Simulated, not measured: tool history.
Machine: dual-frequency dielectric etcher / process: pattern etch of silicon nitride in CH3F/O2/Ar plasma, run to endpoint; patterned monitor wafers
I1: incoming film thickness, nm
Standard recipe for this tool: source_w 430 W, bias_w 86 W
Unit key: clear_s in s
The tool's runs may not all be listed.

run 1 hour=0 | source_w=430 bias_w=103 | I1=36.32 | clear_s=46.8
run 2 hour=299.7 | source_w=430 bias_w=86 | I1=36.51 | clear_s=51.3
run 3 hour=338.7 | source_w=360 bias_w=76 | I1=36.49 | clear_s=56.1
-- hour=429.2 wet clean of the chamber
run 4 hour=438.8 | source_w=360 bias_w=76 | I1=36.37 | clear_s=58.1
run 5 hour=528.3 | source_w=470 bias_w=92 | I1=36.51 | clear_s=49.6
run 6 hour=588.2 | source_w=460 bias_w=79 | I1=36.49 | clear_s=52.8
run 7 hour=709.3 | source_w=460 bias_w=79 | I1=36.71 | clear_s=54.2
run 8 hour=798.7 | source_w=460 bias_w=79 | I1=36.74 | clear_s=54.3
run 9 hour=863.3 | source_w=430 bias_w=86 | I1=36.3 | clear_s=52.4
run 10 hour=916.3 | source_w=430 bias_w=86 | I1=36.58 | clear_s=53.5
run 11 hour=977.8 | source_w=430 bias_w=86 | I1=36.7 | clear_s=54.1
run 12 hour=1046.7 | source_w=430 bias_w=73 | I1=36.41 | clear_s=56.8
run 13 hour=1091.4 | source_w=430 bias_w=98 | I1=36.29 | clear_s=51
-- hour=1158.3 wet clean of the chamber, repeated, since the last time left the tool worse
run 14 hour=1158.8 | source_w=430 bias_w=80 | I1=36.2 | clear_s=51.5
run 15 hour=1221 | source_w=430 bias_w=86 | I1=36.4 | clear_s=49.6
run 16 hour=1312.1 | source_w=330 bias_w=86 | I1=36.76 | clear_s=54.3
-- hour=1333.8 source power generator calibrated
-- hour=1376.9 upper electrode replaced
run 17 hour=1381.6 | source_w=430 bias_w=86 | I1=36.32 | clear_s=49.9
run 18 hour=1570.3 | source_w=430 bias_w=99 | I1=36.41 | clear_s=47.8
-- hour=1582.3 bias power generator calibrated
run 19 hour=1656.5 | source_w=510 bias_w=80 | I1=36.37 | clear_s=49.8
run 20 hour=1694.1 | source_w=370 bias_w=79 | I1=35.98 | clear_s=54.5
-- hour=1747.2 wet clean of the chamber
run 21 hour=1763 | source_w=460 bias_w=65 | I1=36.76 | clear_s=54.7
run 22 hour=1826.4 | source_w=470 bias_w=66 | I1=36.18 | clear_s=53.1
run 23 hour=1870.5 | source_w=430 bias_w=86 | I1=36.31 | clear_s=50.3
run 24 hour=1950.2 | source_w=500 bias_w=73 | I1=36.12 | clear_s=51.2
run 25 hour=2018.1 | source_w=430 bias_w=86 | I1=36.6 | clear_s=50.4
run 26 hour=2069.5 | source_w=430 bias_w=104 | I1=36.4 | clear_s=46.5
run 27 hour=2136.5 | source_w=430 bias_w=66 | I1=36.5 | clear_s=55.6
-- hour=2274.7 wet clean of the chamber
run 28 hour=2307.4 | source_w=380 bias_w=102 | I1=35.97 | clear_s=47.5
run 29 hour=2358.1 | source_w=380 bias_w=98 | I1=36.57 | clear_s=49.7
run 30 hour=2428.8 | source_w=430 bias_w=86 | I1=36.42 | clear_s=50.4
run 31 hour=2507.5 | source_w=380 bias_w=103 | I1=36.17 | clear_s=48.2
run 32 hour=2573.4 | source_w=460 bias_w=86 | I1=36.58 | clear_s=49.4
run 33 hour=2651.9 | source_w=500 bias_w=86 | I1=36.32 | clear_s=48.3
run 34 hour=2754.4 | source_w=390 bias_w=73 | I1=36.51 | clear_s=56.4

What the log doesn't show, run by run:
source power that arrives over what is set, %: 0 in every run
bias power that arrives over what is set, %: 0 in every run
H1: etch rate over this chamber's usual, %
run=1 H1=-0.66
run=2 H1=-1.79
run=3 H1=-1.93
run=4 H1=-4.2
run=5 H1=-4.54
run=6 H1=-4.76
run=7 H1=-5.22
run=8 H1=-5.56
run=9 H1=-5.8
run=10 H1=-6
run=11 H1=-6.23
run=12 H1=-6.49
run=13 H1=-6.66
run=14 H1=-0.0642
run=15 H1=-0.298
run=16 H1=-0.641
run=17 H1=-0.903
run=18 H1=-1.61
run=19 H1=-1.94
run=20 H1=-2.08
run=21 H1=-0.167
run=22 H1=-0.405
run=23 H1=-0.571
run=24 H1=-0.871
run=25 H1=-1.13
run=26 H1=-1.32
run=27 H1=-1.57
run=28 H1=-0.322
run=29 H1=-0.512
run=30 H1=-0.778
run=31 H1=-1.07
run=32 H1=-1.32
run=33 H1=-1.62
run=34 H1=-2

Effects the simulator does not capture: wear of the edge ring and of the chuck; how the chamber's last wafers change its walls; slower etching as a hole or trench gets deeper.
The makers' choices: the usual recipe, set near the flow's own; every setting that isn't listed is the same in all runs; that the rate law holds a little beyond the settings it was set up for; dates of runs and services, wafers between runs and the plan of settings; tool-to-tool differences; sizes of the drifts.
